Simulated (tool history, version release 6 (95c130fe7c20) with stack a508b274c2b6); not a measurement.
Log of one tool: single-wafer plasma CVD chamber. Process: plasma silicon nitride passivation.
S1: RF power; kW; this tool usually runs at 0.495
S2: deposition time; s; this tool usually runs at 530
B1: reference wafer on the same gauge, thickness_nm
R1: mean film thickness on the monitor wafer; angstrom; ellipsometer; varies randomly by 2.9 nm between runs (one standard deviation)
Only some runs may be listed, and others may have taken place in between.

run,hour,S1,S2,B1,R1
1,0.0,0.495,569,925.052,8715.20
2,46.3,0.495,569,924.180,8693.33
3,73.2,0.495,604,924.698,9251.24
4,143.4,0.495,530,924.536,8099.12
5,171.0,0.495,530,924.612,8114.75
6,236.0,0.495,530,924.816,8044.66
7,301.6,0.495,530,925.395,8083.76
8,335.8,0.565,530,925.148,8426.93
9,363.7,0.495,530,925.715,8066.43
10,421.1,0.495,530,925.187,8085.96
11,471.8,0.495,530,924.853,8036.13
12,528.4,0.495,613,925.023,9371.56
13,578.6,0.530,604,925.016,9414.08
14,639.7,0.530,604,924.800,9442.74
15,664.7,0.530,604,925.411,9403.82
16,690.2,0.495,530,925.271,8075.61
# hour 722.5: RF generator calibrated
17,759.1,0.495,530,924.178,8281.85
18,807.3,0.590,614,924.899,10163.33
19,863.8,0.560,530,924.853,8630.52
20,1057.8,0.495,564,925.782,8766.99
# hour 1065.8: gauge calibrated
# hour 1076.8: showerhead replaced
21,1109.7,0.540,530,925.511,8390.33
22,1153.4,0.400,561,924.625,8072.72
23,1197.5,0.495,610,925.116,9417.90
24,1223.2,0.445,493,925.303,7337.15
25,1284.5,0.580,607,925.177,9790.54
26,1339.0,0.495,530,925.758,8105.92
27,1403.2,0.495,468,924.651,7173.34
28,1443.5,0.575,530,925.437,8509.82
29,1478.6,0.585,530,925.198,8575.57
30,1509.2,0.495,530,924.795,8165.36
31,1580.3,0.425,433,924.910,6332.19
32,1640.2,0.455,494,925.440,7354.79
33,1689.4,0.415,632,925.307,9153.51
34,1737.5,0.495,530,924.836,8147.33
35,1796.1,0.420,530,925.653,7686.98

What would each run have given without the hidden state, its run-to-run variation left as it was?
Hidden state at play: delivered RF power above the setpoint (%); gauge reads high (%).
run,R1
1,8931.60
2,8912.24
3,9485.98
4,8308.36
5,8325.76
6,8256.75
7,8299.51
8,8653.16
9,8283.94
10,8305.86
11,8256.16
12,9629.91
13,9675.02
14,9706.06
15,9666.65
16,8301.82
17,8302.80
18,10209.71
19,8688.83
20,8880.31
21,8510.06
22,8196.35
23,9571.36
24,7460.66
25,9967.03
26,8259.85
27,7316.92
28,8685.16
29,8756.39
30,8340.76
31,6473.55
32,7523.65
33,9368.02
34,8341.75
35,7874.05

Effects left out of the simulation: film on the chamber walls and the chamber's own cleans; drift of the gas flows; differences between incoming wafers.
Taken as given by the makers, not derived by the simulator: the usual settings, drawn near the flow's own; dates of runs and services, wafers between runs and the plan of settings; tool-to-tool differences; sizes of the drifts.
